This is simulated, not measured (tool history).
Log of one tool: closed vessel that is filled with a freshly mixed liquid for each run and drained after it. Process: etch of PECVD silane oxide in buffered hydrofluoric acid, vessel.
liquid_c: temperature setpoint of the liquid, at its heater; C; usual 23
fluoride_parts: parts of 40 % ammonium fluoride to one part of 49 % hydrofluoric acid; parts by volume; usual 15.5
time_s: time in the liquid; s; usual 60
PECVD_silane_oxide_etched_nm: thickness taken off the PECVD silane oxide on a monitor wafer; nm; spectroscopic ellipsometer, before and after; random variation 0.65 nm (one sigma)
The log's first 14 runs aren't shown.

run	hour	liquid_c	fluoride_parts	time_s	wafers since the last listed run	hours since the thermometer was replaced	hours since the hydrofluoric acid flow meter was replaced	hours since the gauge calibration	read-back film thickness of the PECVD silane oxide reference wafer, read on the same gauge (nm)	PECVD_silane_oxide_etched_nm
15	998.1	23	13	35	7869	223.3	431.8	165.1	99.98	74.95
16	1098.1	23	17.5	70	12590	323.3	531.8	265.1	99.99	110.33
17	1168.4	23	18	60	8851	393.6	602.1	335.4	99.97	91.53
18	1209	20.5	15.5	60	5111	434.2	642.7	376	100.01	92.66
19	1277.8	28	15.5	85	8662	503	711.5	444.8	100	193.25
20	1346.5	23	15.5	60	8649	571.7	780.2	513.5	99.98	105.79
21	1445.2	20.5	15.5	60	12427	670.4	878.9	612.2	100.01	90.88
# hour 1446.3: hydrofluoric acid flow meter replaced
22	1495.7	23	15.5	60	6232	720.9	49.4	662.7	100.02	111.4
23	1564.4	25.5	10	30	8649	789.6	118.1	731.4	99.97	98.54
24	1640.8	23	15.5	80	9619	866	194.5	807.8	100.02	148.26
25	1704.4	27	15.5	60	8007	929.6	258.1	871.4	100.02	136.48
# hour 1750.1: thermometer replaced
26	1806	25	13	70	12666	55.9	359.7	973	100.01	168.74
27	1858.5	25.5	19.5	30	6610	108.4	412.2	1025.5	99.98	50.11
28	1905.8	23	9.5	85	5955	155.7	459.5	1072.8	100.02	248.82
29	1973.7	21.5	12	80	8549	223.6	527.4	1140.7	100.03	169.41
30	2073.8	23	15.5	60	12603	323.7	627.5	1240.8	100.03	106.33
31	2170.7	25.5	10	30	12200	420.6	724.4	1337.7	100.03	92.13

5 ways to go on from here, each from the tool as it stands after run 31. What would each give?
A	2171.4	23	11	60	88	421.3	725.1	1338.4	?	?
B	2171.4	20	17.5	35	88	421.3	725.1	1338.4	?	?
C	2171.4	23	21	50	88	421.3	725.1	1338.4	?	?
D	2171.4	18.5	15.5	60	88	421.3	725.1	1338.4	?	?
E	2171.4	25	15.5	90	88	421.3	725.1	1338.4	?	?

run	read-back film thickness of the PECVD silane oxide reference wafer, read on the same gauge (nm)	PECVD_silane_oxide_etched_nm
A	100.01	147.52
B	100.01	46.16
C	100.01	67.46
D	100.01	81.96
E	100.01	176.31
Without the tool's hidden state the same runs would have given:
run	PECVD_silane_oxide_etched_nm
A	158.22
B	49.54
C	70.88
D	87.96
E	189.2

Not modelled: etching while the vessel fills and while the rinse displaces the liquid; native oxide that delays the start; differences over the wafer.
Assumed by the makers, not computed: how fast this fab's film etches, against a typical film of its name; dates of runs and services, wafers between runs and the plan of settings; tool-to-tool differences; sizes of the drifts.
